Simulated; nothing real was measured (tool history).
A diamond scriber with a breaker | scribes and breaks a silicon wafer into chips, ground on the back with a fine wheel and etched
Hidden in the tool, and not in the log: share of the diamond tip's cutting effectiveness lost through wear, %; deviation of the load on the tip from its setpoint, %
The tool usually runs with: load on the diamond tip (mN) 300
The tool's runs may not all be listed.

run	day	load on the diamond tip (mN)	wafers since the last listed run	hours since the diamond tip was replaced	hours since the load on the tip was calibrated	incoming depth of the damage left on the back of the incoming wafer, um	depth of the median crack under the scribed line (um)	chips rejected at inspection after the break (%)
1	0	370	0	137.6	125.8	0.33	13.46	5.41
2	1.433	326	69	172	160.2	0.76	12.19	2.59
3	2	300	27	185.6	173.8	0.36	11.06	1.97
4	2.996	300	48	209.5	197.7	0.38	11.35	1.95
5	4.121	300	54	236.5	224.7	0.47	11.27	1.99
6	4.942	300	40	256.2	244.4	0.42	11.68	2.09
7	5.458	359	25	268.6	256.8	0.38	13.31	4.3
8	6.075	359	30	283.4	271.6	0.42	13.31	4.39
9	7.429	359	66	315.9	304.1	0.66	13.01	4.44
10	8.017	347	28	330	318.2	0.31	12.75	3.58
11	8.579	347	27	343.5	331.7	0.78	12.48	3.5
12	9.842	270	61	373.8	362	0.33	10.25	2.88
13	11.608	261	86	416.2	404.4	0.45	10.01	3.7
14	12.238	261	30	431.3	419.5	0.38	10.1	3.51
15	12.75	261	24	443.6	431.8	0.3	10.15	3.59
16	13.288	245	26	456.5	444.7	0.4	9.39	5.4
17	14.188	245	43	478.1	466.3	0.6	9.45	5.35
18	14.817	300	30	493.2	481.4	0.35	11.75	1.86
19	15.662	300	41	513.5	501.7	0.64	11.46	2.01
20	16.679	300	49	537.9	526.1	0.77	10.89	2
# day 17.283: load on the tip recalibrated
21	18.175	255	68	573.8	21.4	0.42	9.88	4.15
22	18.971	300	38	592.9	40.5	0.44	10.74	1.98
23	20.346	227	67	625.9	73.5	0.46	8.96	8.67
24	21.804	235	71	660.9	108.5	0.62	9.18	6.96
25	22.871	264	52	686.5	134.1	0.4	10.41	3.44
26	26.879	363	195	782.7	230.3	0.55	12.85	5
27	28.158	384	62	813.4	261	0.46	13.66	6.8
28	31.771	262	176	900.1	347.7	0.78	10.06	3.6
# day 33.083: diamond tip replaced by a new one
29	33.104	364	60	0.5	379.7	0.36	12.89	4.98
30	33.879	300	37	19.1	398.3	0.43	11.2	1.85
31	35.092	300	59	48.2	427.4	0.58	11.21	1.93
32	36.25	354	56	76	455.2	0.42	12.98	3.9
33	37.112	300	42	96.7	475.9	0.77	11.03	1.91
34	37.854	215	36	114.5	493.7	0.38	8.29	11.58
35	38.546	329	33	131.1	510.3	0.33	11.93	2.59
36	39.267	236	35	148.4	527.6	0.73	9.07	6.81
# day 40.433: load on the tip recalibrated
37	40.588	328	60	180.1	3.7	0.52	11.86	2.55
38	41.75	300	56	208	31.6	0.62	11.4	1.89
39	43	300	60	238	61.6	0.38	11.08	1.9
40	44.429	324	69	272.3	95.9	0.63	12.11	2.36
41	45.371	300	45	294.9	118.5	0.77	11.02	2.02

Here are 3 independent what-if runs from the current tool condition. What would each one return?
A	45.4	336	1	295.6	119.2	0.35	?	?
B	45.4	335	1	295.6	119.2	0.35	?	?
C	45.4	389	1	295.6	119.2	0.35	?	?

run	depth of the median crack under the scribed line (um)	chips rejected at inspection after the break (%)
A	12.18	2.87
B	12.15	2.82
C	13.69	6.78
With the hidden condition removed and each run's random variation left untouched, the same runs would have given:
run	depth of the median crack under the scribed line (um)	chips rejected at inspection after the break (%)
A	12.18	2.87
B	12.15	2.82
C	13.69	6.78

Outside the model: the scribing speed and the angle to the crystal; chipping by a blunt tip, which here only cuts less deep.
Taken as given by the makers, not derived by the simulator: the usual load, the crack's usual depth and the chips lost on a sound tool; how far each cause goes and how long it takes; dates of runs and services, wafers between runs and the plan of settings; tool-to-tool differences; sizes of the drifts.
